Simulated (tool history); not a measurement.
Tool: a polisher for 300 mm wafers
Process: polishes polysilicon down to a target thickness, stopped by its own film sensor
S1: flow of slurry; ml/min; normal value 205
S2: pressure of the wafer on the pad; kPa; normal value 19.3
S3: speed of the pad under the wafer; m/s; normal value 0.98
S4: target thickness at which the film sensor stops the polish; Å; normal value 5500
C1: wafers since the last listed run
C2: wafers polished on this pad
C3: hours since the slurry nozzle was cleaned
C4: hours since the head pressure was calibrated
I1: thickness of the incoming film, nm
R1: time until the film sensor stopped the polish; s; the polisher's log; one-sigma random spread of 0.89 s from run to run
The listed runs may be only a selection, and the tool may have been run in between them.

run   hour   S1    S2    S3    S4   C1    C2     C3      C4     I1    R1
  1    0.0  205  19.3  0.98  5500    0  1779   91.6  1262.4  942.9  48.6
       7.1  -- worn pad replaced by a new one
  2   13.1  205  19.3  0.98  5500  127    84  104.7  1275.5  979.3  48.2
  3   25.9  205  24.1  0.98  5500  179   263  117.5  1288.3  961.4  40.1
  4   41.8  205  19.3  0.98  5500  223   486  133.4  1304.2  949.5  46.8
  5   52.3  205  19.3  0.98  5500  147   634  143.9  1314.7  963.0  49.0
  6   91.4  205  19.3  0.98  5500  548  1182  183.0  1353.8  952.7  49.3
  7  100.1  205  19.3  0.98  5500  122  1305  191.7  1362.5  956.9  50.2
  8  110.4  205  19.3  1.12  5500  144  1449  202.0  1372.8  960.6  45.8
  9  127.0  205  19.3  0.98  6290  232  1682  218.6  1389.4  966.7  41.3
 10  134.4  205  19.3  0.98  5500  103  1786  226.0  1396.8  944.9  49.0
     140.0  -- worn pad replaced by a new one
 11  146.3  205  19.3  0.98  5500  110    88  237.9  1408.7  961.5  54.2
     153.4  -- head pressure recalibrated
 12  163.3  205  19.3  0.98  5500  210   298  254.9     9.9  967.9  53.9
 13  176.5  205  19.3  0.98  5500  185   484  268.1    23.1  950.0  55.3
 14  187.2  205  19.3  0.98  5500  150   634  278.8    33.8  953.9  53.5
 15  205.0  205  19.3  0.98  5500  249   884  296.6    51.6  969.8  57.7
 16  222.2  165  22.8  0.98  5980  241  1125  313.8    68.8  960.7  43.4
 17  233.0  150  19.3  1.08  5500  151  1277  324.6    79.6  970.2  54.5
 18  240.7  205  16.5  1.08  5500  108  1385  332.3    87.3  966.4  62.2
     252.6  -- worn pad replaced by a new one, repeated, since the last time left the tool worse
 19  253.4  205  19.3  0.98  6700  122    11  345.0   100.0  977.7  36.3
 20  262.6  205  19.3  0.98  5500  129   140  354.2   109.2  943.1  47.5
 21  277.1  205  19.3  0.98  5500  203   343  368.7   123.7  950.5  48.3
 22  286.9  205  13.8  0.90  5500  137   481  378.5   133.5  951.9  74.7
 23  294.3  205  15.2  1.20  4380  103   585  385.9   140.9  953.6  66.1
     297.6  -- slurry nozzle cleaned
 24  311.5  205  19.3  0.98  5500  227   812   13.9   158.1  947.0  47.8
 25  329.0  205  19.3  0.98  5500  245  1058   31.4   175.6  956.7  48.1
 26  346.8  205  16.5  0.98  5500  249  1307   49.2   193.4  954.2  57.2
 27  360.4  205  22.8  1.10  5500  190  1498   62.8   207.0  964.4  38.7
     371.5  -- worn pad replaced by a new one
 28  374.8  205  23.4  0.98  5500  145    46   77.2   221.4  940.2  39.4
 29  426.6  175  19.3  0.98  6760  726   773  129.0   273.2  965.0  35.8
 30  437.8  180  19.3  1.30  5500  157   930  140.2   284.4  966.3  39.6
 31  446.5  205  19.3  0.98  5500  122  1052  148.9   293.1  957.3  50.4
 32  464.4  205  14.5  0.98  5910  251  1304  166.8   311.0  973.1  62.2
     478.1  -- worn pad replaced by a new one
 33  478.6  205  19.3  0.98  5500  143     6  181.0   325.2  949.4  47.3
 34  492.3  205  19.3  0.98  5500  192   198  194.7   338.9  954.5  47.5
 35  506.7  205  13.1  1.10  6530  202   400  209.1   353.3  957.0  49.1
 36  523.4  160  13.1  0.98  5500  234   635  225.8   370.0  959.0  74.2
 37  532.6  205  19.3  0.98  5500  129   764  235.0   379.2  962.5  50.3
 38  542.3  205  19.3  0.98  5500  136   900  244.7   388.9  966.0  51.9

Here are 3 independent what-if runs from the current tool condition. What would each one return?
  A  542.7  205  19.3  0.98  5500   5  906  245.1  389.3  960.4   ?
  B  542.7  205  26.2  0.70  6300   5  906  245.1  389.3  960.4   ?
  C  542.7  205  15.2  0.98  5500   5  906  245.1  389.3  960.4   ?

run    R1
  A  51.2
  B  40.4
  C  65.1
What these runs would have given with no unlogged condition in the tool:
run    R1
  A  48.8
  B  38.5
  C  62.1
